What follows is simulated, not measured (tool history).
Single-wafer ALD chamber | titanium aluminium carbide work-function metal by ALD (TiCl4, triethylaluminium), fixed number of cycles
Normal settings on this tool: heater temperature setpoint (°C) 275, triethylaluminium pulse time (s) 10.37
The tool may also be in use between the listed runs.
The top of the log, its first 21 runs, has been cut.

run    hour  heater temperature setpoint (°C)  triethylaluminium pulse time (s)  read-back reference wafer on the same gauge, thickness_nm  mean film thickness on the monitor wafer (Å)
 22  1086.4                               275                             10.37                                                        2.1                                         17.84
 23  1132.2                               275                             10.37                                                      2.099                                         17.86
 24  1166.4                               268                              9.05                                                        2.1                                         16.23
 25  1207.4                               263                             13.51                                                      2.101                                         17.34
 26  1245.1                               262                              7.87                                                      2.101                                         14.46
     1255.6  -- triethylaluminium bottle replaced
 27  1296.2                               287                              8.82                                                      2.099                                         18.51
 28  1344.7                               279                             13.86                                                      2.101                                         19.17
 29    1378                               275                             10.37                                                        2.1                                         18.11
 30  1446.8                               281                              6.29                                                      2.101                                         13.42
 31  1511.9                               275                             11.89                                                      2.101                                          18.4
 32    1567                               275                              12.9                                                      2.101                                         18.61
 33  1630.1                               279                             12.62                                                      2.099                                         18.97
 34  1693.4                               265                              8.96                                                        2.1                                         16.15

Consider 3 possible next runs. They are alternatives, not a sequence: every one starts from the tool as it was left by run 34. What does each give?
  A  1693.8                               275                             11.68                                                          ?                                             ?
  B  1693.8                               280                             13.27                                                          ?                                             ?
  C  1693.8                               281                             13.73                                                          ?                                             ?

run  read-back reference wafer on the same gauge, thickness_nm  mean film thickness on the monitor wafer (Å)
  A                                                      2.101                                         18.32
  B                                                      2.101                                          19.1
  C                                                      2.101                                         19.25
Without the tool's unlogged condition, the same runs would have read:
run  mean film thickness on the monitor wafer (Å)
  A                                         19.15
  B                                         19.83
  C                                         19.96
